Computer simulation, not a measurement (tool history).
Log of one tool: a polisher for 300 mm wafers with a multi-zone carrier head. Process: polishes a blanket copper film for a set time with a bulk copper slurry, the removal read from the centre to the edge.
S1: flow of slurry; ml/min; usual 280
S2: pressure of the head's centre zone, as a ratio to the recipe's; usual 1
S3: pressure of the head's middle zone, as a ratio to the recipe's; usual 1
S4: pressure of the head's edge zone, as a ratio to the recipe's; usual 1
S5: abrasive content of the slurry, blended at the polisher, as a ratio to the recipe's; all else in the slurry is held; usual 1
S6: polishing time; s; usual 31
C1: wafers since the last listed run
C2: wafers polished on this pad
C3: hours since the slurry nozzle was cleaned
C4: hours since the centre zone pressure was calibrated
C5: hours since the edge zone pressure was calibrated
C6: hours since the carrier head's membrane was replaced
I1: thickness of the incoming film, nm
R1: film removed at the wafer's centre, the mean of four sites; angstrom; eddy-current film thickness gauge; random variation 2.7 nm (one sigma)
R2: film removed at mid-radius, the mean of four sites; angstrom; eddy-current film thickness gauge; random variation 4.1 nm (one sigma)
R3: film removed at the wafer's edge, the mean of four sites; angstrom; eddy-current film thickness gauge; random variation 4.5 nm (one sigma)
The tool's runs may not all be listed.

{"run": 1, "day": 0.0, "S1": 280, "S2": 1, "S3": 1, "S4": 1, "S5": 0.85, "S6": 31, "C1": 0, "C2": 2325, "C3": 481.3, "C4": 589.3, "C5": 224.4, "C6": 314.6, "I1": 4447.5, "R1": 3166, "R2": 2994, "R3": 3109}
{"run": 2, "day": 1.088, "S1": 280, "S2": 1, "S3": 1, "S4": 1, "S5": 0.9, "S6": 31, "C1": 247, "C2": 2573, "C3": 507.4, "C4": 615.4, "C5": 250.5, "C6": 340.7, "I1": 4429.3, "R1": 3248, "R2": 3030, "R3": 3123}
{"run": 3, "day": 2.95, "S1": 280, "S2": 1, "S3": 0.89, "S4": 1, "S5": 1, "S6": 40, "C1": 424, "C2": 2997, "C3": 552.1, "C4": 660.1, "C5": 295.2, "C6": 385.4, "I1": 4441, "R1": 4264, "R2": 3598, "R3": 3906}
{"day": 3.838, "done": "worn pad replaced by a new one"}
{"day": 4.017, "done": "centre zone pressure recalibrated"}
{"run": 4, "day": 5.5, "S1": 325, "S2": 1.06, "S3": 1, "S4": 1, "S5": 1, "S6": 31, "C1": 524, "C2": 360, "C3": 613.3, "C4": 35.6, "C5": 356.4, "C6": 446.6, "I1": 4440.8, "R1": 3378, "R2": 3154, "R3": 3281}
{"run": 5, "day": 7.817, "S1": 280, "S2": 1, "S3": 1.04, "S4": 1, "S5": 1, "S6": 27, "C1": 527, "C2": 887, "C3": 668.9, "C4": 91.2, "C5": 412, "C6": 502.2, "I1": 4414.2, "R1": 2781, "R2": 2823, "R3": 2810}
{"day": 9.608, "done": "slurry nozzle cleaned"}
{"run": 6, "day": 10.171, "S1": 280, "S2": 0.94, "S3": 1.07, "S4": 1, "S5": 0.75, "S6": 40, "C1": 526, "C2": 1414, "C3": 13.5, "C4": 147.7, "C5": 468.5, "C6": 558.7, "I1": 4437.4, "R1": 3724, "R2": 4001, "R3": 3882}
{"day": 11.458, "done": "carrier head's membrane replaced by a new one"}
{"run": 7, "day": 12.796, "S1": 280, "S2": 1, "S3": 1, "S4": 1, "S5": 1, "S6": 31, "C1": 550, "C2": 1965, "C3": 76.5, "C4": 210.7, "C5": 531.5, "C6": 32.1, "I1": 4435.3, "R1": 3171, "R2": 3085, "R3": 3109}
{"run": 8, "day": 15.558, "S1": 280, "S2": 1, "S3": 1, "S4": 1, "S5": 1, "S6": 31, "C1": 629, "C2": 2595, "C3": 142.8, "C4": 277, "C5": 597.8, "C6": 98.4, "I1": 4431, "R1": 3205, "R2": 3128, "R3": 3102}
{"run": 9, "day": 18.538, "S1": 280, "S2": 0.91, "S3": 1, "S4": 0.91, "S5": 1, "S6": 34, "C1": 678, "C2": 3274, "C3": 214.3, "C4": 348.5, "C5": 669.3, "C6": 169.9, "I1": 4415.1, "R1": 3257, "R2": 3362, "R3": 3242}
{"run": 10, "day": 20.171, "S1": 345, "S2": 1, "S3": 1, "S4": 1, "S5": 1, "S6": 31, "C1": 372, "C2": 3646, "C3": 253.5, "C4": 387.7, "C5": 708.5, "C6": 209.1, "I1": 4404, "R1": 3300, "R2": 3160, "R3": 3154}
{"run": 11, "day": 21.396, "S1": 280, "S2": 1, "S3": 1, "S4": 1, "S5": 1, "S6": 31, "C1": 279, "C2": 3925, "C3": 282.9, "C4": 417.1, "C5": 737.9, "C6": 238.5, "I1": 4409.4, "R1": 3231, "R2": 3086, "R3": 3081}
{"day": 21.567, "done": "worn pad replaced by a new one"}
{"run": 12, "day": 23.35, "S1": 280, "S2": 1, "S3": 1, "S4": 1, "S5": 1, "S6": 31, "C1": 407, "C2": 405, "C3": 329.8, "C4": 464, "C5": 784.8, "C6": 285.4, "I1": 4413.5, "R1": 3412, "R2": 3181, "R3": 3184}
{"run": 13, "day": 24.85, "S1": 280, "S2": 1, "S3": 1, "S4": 1, "S5": 1, "S6": 31, "C1": 341, "C2": 747, "C3": 365.8, "C4": 500, "C5": 820.8, "C6": 321.4, "I1": 4394.6, "R1": 3351, "R2": 3126, "R3": 3146}

Run 14 comes next. What will it give?
{"day": 25.079, "done": "edge zone pressure recalibrated"}
{"run": 14, "day": 26.846, "S1": 280, "S2": 1, "S3": 1, "S4": 1.06, "S5": 1, "S6": 31, "C1": 435, "C2": 1183, "C3": 413.7, "C4": 547.9, "C5": 42.4, "C6": 369.3, "I1": 4461.7, "R1": "?", "R2": "?", "R3": "?"}

Run 14 gave R1 3367 angstrom, R2 3126 angstrom, R3 3241 angstrom.
Without the tool's hidden state the same run would have given R1 3259 angstrom, R2 3235 angstrom, R3 3353 angstrom.

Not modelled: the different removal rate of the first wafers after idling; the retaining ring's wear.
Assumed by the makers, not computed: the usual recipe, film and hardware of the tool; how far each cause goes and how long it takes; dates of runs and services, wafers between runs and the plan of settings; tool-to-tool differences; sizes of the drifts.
